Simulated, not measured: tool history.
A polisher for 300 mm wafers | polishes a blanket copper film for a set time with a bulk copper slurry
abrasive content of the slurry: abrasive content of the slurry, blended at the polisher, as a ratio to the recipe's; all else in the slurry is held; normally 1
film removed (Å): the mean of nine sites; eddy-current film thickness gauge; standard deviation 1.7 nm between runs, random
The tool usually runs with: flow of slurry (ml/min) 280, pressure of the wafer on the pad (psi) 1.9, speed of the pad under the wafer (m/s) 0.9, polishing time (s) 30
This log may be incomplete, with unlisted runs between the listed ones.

run,day,flow of slurry (ml/min),pressure of the wafer on the pad (psi),speed of the pad under the wafer (m/s),abrasive content of the slurry,polishing time (s),"incoming thickness of the incoming film, nm",film removed (Å)
1,0,280,1.9,0.9,1,30,3515.7,1380
2,0.592,280,1.9,0.9,1,30,3557.1,1344
# day 0.854: slurry blender recalibrated
3,1.25,280,1.9,0.9,1,30,3589.1,1324
4,2.4,280,1.9,0.96,1,35,3581.4,1566
5,2.683,280,1.9,0.9,1.2,35,3541.9,1536
# day 3.025: worn pad replaced by a new one
6,3.221,280,1.9,0.9,1.2,35,3548.3,1591
# day 3.712: head pressure recalibrated
7,3.871,280,1.9,0.9,1,30,3511.2,1335
# day 3.938: slurry nozzle cleaned
8,4.496,280,1.9,0.9,1,30,3532.6,1293
9,5.017,280,1.9,0.9,1,22,3623.4,958
10,5.421,280,1.9,0.9,1,40,3542.5,1737
# day 5.638: slurry blender recalibrated
# day 6.567: worn pad replaced by a new one
11,6.917,250,1.5,1.14,1.2,30,3532.5,1412
12,7.488,280,1.9,0.9,1,30,3529.4,1335
13,7.929,280,1.9,0.64,1,30,3582.1,937
14,8.475,280,2.3,0.9,1,35,3510.4,1860
15,9.1,215,1.9,0.9,1,30,3560.9,1260
16,9.688,280,1.9,0.96,1,35,3589.3,1563
17,10.008,280,1.9,1.06,1,30,3595.6,1496
18,10.512,280,1.9,1.18,1.1,38,3514.9,1994

Each run again, without the hidden state but with its own random variation kept:
Unlogged tool condition in this case: removal rate lost through wear of the pad, %; slurry flow missing at the pad, %; deviation of the head's pressure from its setpoint, %; abrasive missing from the slurry, %.
run,film removed (Å)
1,1385
2,1356
3,1350
4,1652
5,1640
6,1619
7,1364
8,1335
9,1001
10,1839
11,1418
12,1348
13,952
14,1914
15,1322
16,1679
17,1632
18,2237
